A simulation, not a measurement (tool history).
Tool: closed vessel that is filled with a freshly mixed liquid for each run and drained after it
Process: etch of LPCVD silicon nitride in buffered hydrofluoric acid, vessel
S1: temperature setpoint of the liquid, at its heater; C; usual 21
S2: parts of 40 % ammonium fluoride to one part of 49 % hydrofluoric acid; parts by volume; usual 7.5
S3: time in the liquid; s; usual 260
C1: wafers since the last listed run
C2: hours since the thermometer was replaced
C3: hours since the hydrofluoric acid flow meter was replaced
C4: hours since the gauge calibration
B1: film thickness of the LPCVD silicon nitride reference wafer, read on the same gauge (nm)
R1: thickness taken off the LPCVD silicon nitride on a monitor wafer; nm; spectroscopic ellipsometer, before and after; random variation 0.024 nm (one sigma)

Run 1, hour 0: usual settings; C1 0; C2 1250; C3 693.4; C4 23.8; B1 130.007. Result: R1 4.571 nm.
Run 2, hour 12.3: usual settings; C1 1321; C2 1262.3; C3 705.7; C4 36.1; B1 130.03. Result: R1 4.563 nm.
Run 3, hour 21.8: usual settings; C1 1020; C2 1271.8; C3 715.2; C4 45.6; B1 129.99. Result: R1 4.539 nm.
Run 4, hour 35.8: usual settings; C1 1504; C2 1285.8; C3 729.2; C4 59.6; B1 129.976. Result: R1 4.596 nm.
Run 5, hour 50.4: usual settings but S3 135 s; C1 1568; C2 1300.4; C3 743.8; C4 74.2; B1 129.995. Result: R1 2.383 nm.
Run 6, hour 61.1: usual settings but S3 135 s; C1 1149; C2 1311.1; C3 754.5; C4 84.9; B1 129.961. Result: R1 2.397 nm.
Run 7, hour 77.5: usual settings but S3 135 s; C1 1762; C2 1327.5; C3 770.9; C4 101.3; B1 129.992. Result: R1 2.386 nm.
Run 8, hour 84: usual settings; C1 698; C2 1334; C3 777.4; C4 107.8; B1 129.993. Result: R1 4.538 nm.
Run 9, hour 100.3: usual settings; C1 1751; C2 1350.3; C3 793.7; C4 124.1; B1 129.993. Result: R1 4.594 nm.
Run 10, hour 115.2: usual settings; C1 1600; C2 1365.2; C3 808.6; C4 139; B1 129.986. Result: R1 4.581 nm.
At hour 118.3: thermometer replaced.
Run 11, hour 127.8: usual settings but S1 19 C; C1 1246; C2 9.5; C3 821.2; C4 151.6; B1 130.015. Result: R1 4.115 nm.
Run 12, hour 140.1: usual settings; C1 1321; C2 21.8; C3 833.5; C4 163.9; B1 129.987. Result: R1 4.593 nm.
Run 13, hour 146.1: usual settings; C1 644; C2 27.8; C3 839.5; C4 169.9; B1 130.021. Result: R1 4.625 nm.
Run 14, hour 163.5: usual settings; C1 1869; C2 45.2; C3 856.9; C4 187.3; B1 129.989. Result: R1 4.64 nm.
Run 15, hour 179.8: usual settings; C1 1751; C2 61.5; C3 873.2; C4 203.6; B1 129.966. Result: R1 4.642 nm.
At hour 193.1: hydrofluoric acid flow meter replaced.
Run 16, hour 219.2: usual settings; C1 4125; C2 100.9; C3 26.1; C4 243; B1 129.985. Result: R1 4.896 nm.
Run 17, hour 236: usual settings; C1 1805; C2 117.7; C3 42.9; C4 259.8; B1 130.012. Result: R1 4.915 nm.
Run 18, hour 254: usual settings but S1 23.5 C, S2 9 parts by volume, S3 220 s; C1 1934; C2 135.7; C3 60.9; C4 277.8; B1 129.988. Result: R1 3.947 nm.
At hour 258.4: gauge calibrated.
Run 19, hour 264.9: usual settings but S3 190 s; C1 1171; C2 146.6; C3 71.8; C4 6.5; B1 130.013. Result: R1 3.576 nm.
Run 20, hour 293.1: usual settings but S2 6.5 parts by volume, S3 320 s; C1 3029; C2 174.8; C3 100; C4 34.7; B1 130.021. Result: R1 6.813 nm.
At hour 295.4: hydrofluoric acid flow meter replaced, repeated, since the last time left the tool worse.
Run 21, hour 303.4: usual settings but S1 19.5 C; C1 999; C2 185.1; C3 8; C4 45; B1 130.009. Result: R1 3.932 nm.
Run 22, hour 315.8: usual settings; C1 1332; C2 197.5; C3 20.4; C4 57.4; B1 130.017. Result: R1 4.369 nm.
Run 23, hour 324.4: usual settings but S1 24.5 C, S2 8.5 parts by volume, S3 155 s; C1 924; C2 206.1; C3 29; C4 66; B1 130.018. Result: R1 2.725 nm.
Run 24, hour 336.8: usual settings but S2 10 parts by volume, S3 140 s; C1 1332; C2 218.5; C3 41.4; C4 78.4; B1 130.005. Result: R1 1.803 nm.
Run 25, hour 354.1: usual settings but S1 17 C, S2 5.5 parts by volume; C1 1858; C2 235.8; C3 58.7; C4 95.7; B1 130.008. Result: R1 4.584 nm.
Run 26, hour 362.1: usual settings but S2 5.5 parts by volume; C1 859; C2 243.8; C3 66.7; C4 103.7; B1 129.978. Result: R1 5.749 nm.
Run 27, hour 378.4: usual settings; C1 1751; C2 260.1; C3 83; C4 120; B1 129.967. Result: R1 4.359 nm.
Run 28, hour 388.7: usual settings but S1 18.5 C, S2 9 parts by volume, S3 220 s; C1 1106; C2 270.4; C3 93.3; C4 130.3; B1 129.976. Result: R1 2.632 nm.
Run 29, hour 404.7: usual settings but S1 23 C, S2 10.5 parts by volume, S3 305 s; C1 1719; C2 286.4; C3 109.3; C4 146.3; B1 130.04. Result: R1 4.167 nm.
Run 30, hour 414.8: usual settings but S1 24.5 C, S2 6 parts by volume, S3 160 s; C1 1085; C2 296.5; C3 119.4; C4 156.4; B1 129.971. Result: R1 4.009 nm.
Run 31, hour 431.4: usual settings; C1 1783; C2 313.1; C3 136; C4 173; B1 130.022. Result: R1 4.409 nm.

Forecast each of these 5 alternatives for the next run:
Run A, hour 432.1: usual settings but S2 6 parts by volume; C1 75; C2 313.8; C3 136.7; C4 173.7; B1 ?. Result: R1 ?.
Run B, hour 432.1: usual settings but S2 10 parts by volume, S3 115 s; C1 75; C2 313.8; C3 136.7; C4 173.7; B1 ?. Result: R1 ?.
Run C, hour 432.1: usual settings but S1 17 C, S2 10.5 parts by volume, S3 355 s; C1 75; C2 313.8; C3 136.7; C4 173.7; B1 ?. Result: R1 ?.
Run D, hour 432.1: usual settings but S1 24 C, S3 200 s; C1 75; C2 313.8; C3 136.7; C4 173.7; B1 ?. Result: R1 ?.
Run E, hour 432.1: usual settings but S2 9 parts by volume, S3 110 s; C1 75; C2 313.8; C3 136.7; C4 173.7; B1 ?. Result: R1 ?.

run       B1     R1
  A  129.992  5.329
  B  129.992  1.463
  C  129.992  3.463
  D  129.992  3.946
  E  129.992   1.51
Without the tool's hidden state the same runs would have given:
run     R1
  A  5.228
  B  1.442
  C  3.388
  D  3.852
  E  1.474
